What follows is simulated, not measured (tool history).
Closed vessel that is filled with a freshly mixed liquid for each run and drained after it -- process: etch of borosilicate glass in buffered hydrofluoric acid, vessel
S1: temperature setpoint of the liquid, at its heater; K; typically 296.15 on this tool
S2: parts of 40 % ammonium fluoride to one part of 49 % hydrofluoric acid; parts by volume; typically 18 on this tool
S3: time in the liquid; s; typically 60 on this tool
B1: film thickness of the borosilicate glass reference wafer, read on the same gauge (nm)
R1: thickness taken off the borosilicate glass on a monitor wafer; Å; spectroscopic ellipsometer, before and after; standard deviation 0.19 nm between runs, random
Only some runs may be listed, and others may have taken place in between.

Run 1, hour 0: usual settings but S3 45 s; B1 49.68. Result: R1 288.4 Å.
Run 2, hour 33.5: usual settings; B1 49.61. Result: R1 387.5 Å.
Run 3, hour 64.3: usual settings; B1 49.56. Result: R1 386.2 Å.
Run 4, hour 76.6: usual settings; B1 49.52. Result: R1 386.1 Å.
Run 5, hour 88.9: usual settings; B1 49.52. Result: R1 384.9 Å.
Run 6, hour 124.2: usual settings; B1 49.44. Result: R1 382.3 Å.
Run 7, hour 159.7: usual settings; B1 49.38. Result: R1 382.9 Å.
Run 8, hour 189.8: usual settings but S2 21 parts by volume; B1 49.3. Result: R1 334.4 Å.
Run 9, hour 222.3: usual settings but S2 21 parts by volume; B1 49.26. Result: R1 332.9 Å.
Run 10, hour 239: usual settings but S1 299.15 K, S2 24 parts by volume, S3 90 s; B1 49.21. Result: R1 531.7 Å.
Run 11, hour 271.7: usual settings; B1 49.17. Result: R1 380.2 Å.
Run 12, hour 292.2: usual settings but S1 298.65 K, S3 30 s; B1 49.12. Result: R1 218.3 Å.
At hour 295.9: hydrofluoric acid flow meter replaced.
Run 13, hour 305: usual settings but S1 294.65 K, S2 15.5 parts by volume; B1 49.11. Result: R1 408.3 Å.

Predict the results of run 14:
At hour 318.6: thermometer replaced.
Run 14, hour 338.8: usual settings; B1 ?. Result: R1 ?.

B1: 49.02
R1: 379.7 Å
Had the tool carried no hidden state, the very same run would have given R1 387.3 Å.
